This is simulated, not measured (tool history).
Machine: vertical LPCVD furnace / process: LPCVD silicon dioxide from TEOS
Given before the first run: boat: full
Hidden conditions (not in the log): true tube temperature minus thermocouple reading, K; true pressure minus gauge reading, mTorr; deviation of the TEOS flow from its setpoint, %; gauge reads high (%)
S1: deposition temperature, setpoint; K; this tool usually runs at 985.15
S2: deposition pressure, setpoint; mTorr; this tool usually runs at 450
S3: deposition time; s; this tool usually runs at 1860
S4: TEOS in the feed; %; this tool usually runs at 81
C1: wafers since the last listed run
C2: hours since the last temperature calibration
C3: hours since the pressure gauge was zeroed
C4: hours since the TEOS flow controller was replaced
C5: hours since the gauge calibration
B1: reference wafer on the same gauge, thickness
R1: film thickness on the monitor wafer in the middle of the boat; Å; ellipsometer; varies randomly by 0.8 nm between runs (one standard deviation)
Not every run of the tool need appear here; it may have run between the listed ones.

| run | hour | S1 | S2 | S3 | S4 | C1 | C2 | C3 | C4 | C5 | B1 | R1 |
|---|---|---|---|---|---|---|---|---|---|---|---|---|
| 1 | 0 | 985.15 | 535 | 1860 | 81 | 0 | 753.5 | 4101.8 | 3281.1 | 386 | 454.93 | 4689.3 |
| 2 | 92.2 | 985.15 | 450 | 1860 | 81 | 1679 | 845.7 | 4194 | 3373.3 | 478.2 | 455.36 | 4325 |
| 3 | 148.6 | 985.15 | 450 | 1860 | 90 | 1027 | 902.1 | 4250.4 | 3429.7 | 534.6 | 454.77 | 4580 |
| 4 | 232.4 | 985.15 | 450 | 1860 | 90 | 1526 | 985.9 | 4334.2 | 3513.5 | 618.4 | 455.12 | 4565.4 |
| 5 | 299.9 | 985.15 | 450 | 1860 | 90 | 1229 | 1053.4 | 4401.7 | 3581 | 685.9 | 455.09 | 4570.9 |
| 6 | 398 | 985.15 | 450 | 1860 | 81 | 1787 | 1151.5 | 4499.8 | 3679.1 | 784 | 454.53 | 4354.6 |
| 7 | 499.7 | 985.15 | 450 | 1860 | 81 | 1852 | 1253.2 | 4601.5 | 3780.8 | 885.7 | 455.15 | 4364.8 |
|  | 589 | pressure gauge zeroed |
| 8 | 590.7 | 985.15 | 450 | 1860 | 81 | 1220 | 1344.2 | 1.7 | 3871.8 | 976.7 | 455.27 | 4277.4 |
| 9 | 659 | 985.15 | 450 | 1860 | 81 | 1244 | 1412.5 | 70 | 3940.1 | 1045 | 455.02 | 4292.1 |
| 10 | 726.1 | 985.15 | 450 | 1860 | 81 | 1222 | 1479.6 | 137.1 | 4007.2 | 1112.1 | 455.15 | 4293.6 |
| 11 | 763.4 | 992.15 | 450 | 1440 | 81 | 679 | 1516.9 | 174.4 | 4044.5 | 1149.4 | 455.31 | 3886.8 |
| 12 | 865 | 985.15 | 525 | 1860 | 81 | 1850 | 1618.5 | 276 | 4146.1 | 1251 | 455.12 | 4631.3 |
|  | 911.9 | TEOS flow controller replaced |
| 13 | 927.4 | 985.15 | 450 | 1860 | 72 | 699 | 1680.9 | 338.4 | 15.5 | 1313.4 | 455.02 | 4059.8 |
| 14 | 998.8 | 973.15 | 450 | 2580 | 94 | 1300 | 1752.3 | 409.8 | 86.9 | 1384.8 | 454.65 | 4895.3 |
|  | 1056.8 | thermocouples replaced and temperature profile calibrated |
| 15 | 1098.1 | 985.15 | 450 | 1860 | 81 | 1371 | 41.3 | 509.1 | 186.2 | 1484.1 | 454.94 | 4270.7 |
| 16 | 1145.3 | 985.15 | 395 | 1860 | 92 | 859 | 88.5 | 556.3 | 233.4 | 1531.3 | 455.21 | 4278.5 |
| 17 | 1193 | 985.15 | 450 | 1440 | 81 | 868 | 136.2 | 604 | 281.1 | 1579 | 455.11 | 3313 |
|  | 1240.7 | gauge calibrated |
| 18 | 1276.8 | 985.15 | 375 | 1320 | 71 | 1526 | 220 | 687.8 | 364.9 | 36.1 | 454.91 | 2597.3 |
| 19 | 1376.8 | 985.15 | 450 | 1860 | 72 | 1821 | 320 | 787.8 | 464.9 | 136.1 | 455.01 | 4025.5 |
| 20 | 1416.6 | 996.15 | 450 | 2250 | 70 | 725 | 359.8 | 827.6 | 504.7 | 175.9 | 454.73 | 6163.5 |
| 21 | 1510.6 | 985.15 | 450 | 2490 | 81 | 1712 | 453.8 | 921.6 | 598.7 | 269.9 | 454.83 | 5739.2 |
| 22 | 1608.9 | 981.15 | 505 | 2220 | 96 | 1790 | 552.1 | 1019.9 | 697 | 368.2 | 454.88 | 5393.6 |
| 23 | 1681.5 | 974.15 | 560 | 2370 | 86 | 1322 | 624.7 | 1092.5 | 769.6 | 440.8 | 455.41 | 4879 |

Alternative continuations, all from the tool just after run 23; predict every row:
| A | 1686.2 | 985.15 | 450 | 1860 | 81 | 85 | 629.4 | 1097.2 | 774.3 | 445.5 | ? | ? |
| B | 1686.2 | 976.15 | 495 | 2100 | 81 | 85 | 629.4 | 1097.2 | 774.3 | 445.5 | ? | ? |
| C | 1686.2 | 985.15 | 450 | 1500 | 67 | 85 | 629.4 | 1097.2 | 774.3 | 445.5 | ? | ? |
| D | 1686.2 | 985.15 | 450 | 2400 | 81 | 85 | 629.4 | 1097.2 | 774.3 | 445.5 | ? | ? |

| run | B1 | R1 |
|---|---|---|
| A | 454.95 | 4285.4 |
| B | 454.95 | 4125.5 |
| C | 454.95 | 3143.1 |
| D | 454.95 | 5529.5 |
Take away the tool's hidden state, keep each run's random variation, and the runs would have read:
| run | R1 |
|---|---|
| A | 4231.5 |
| B | 4077.4 |
| C | 3103.6 |
| D | 5460 |
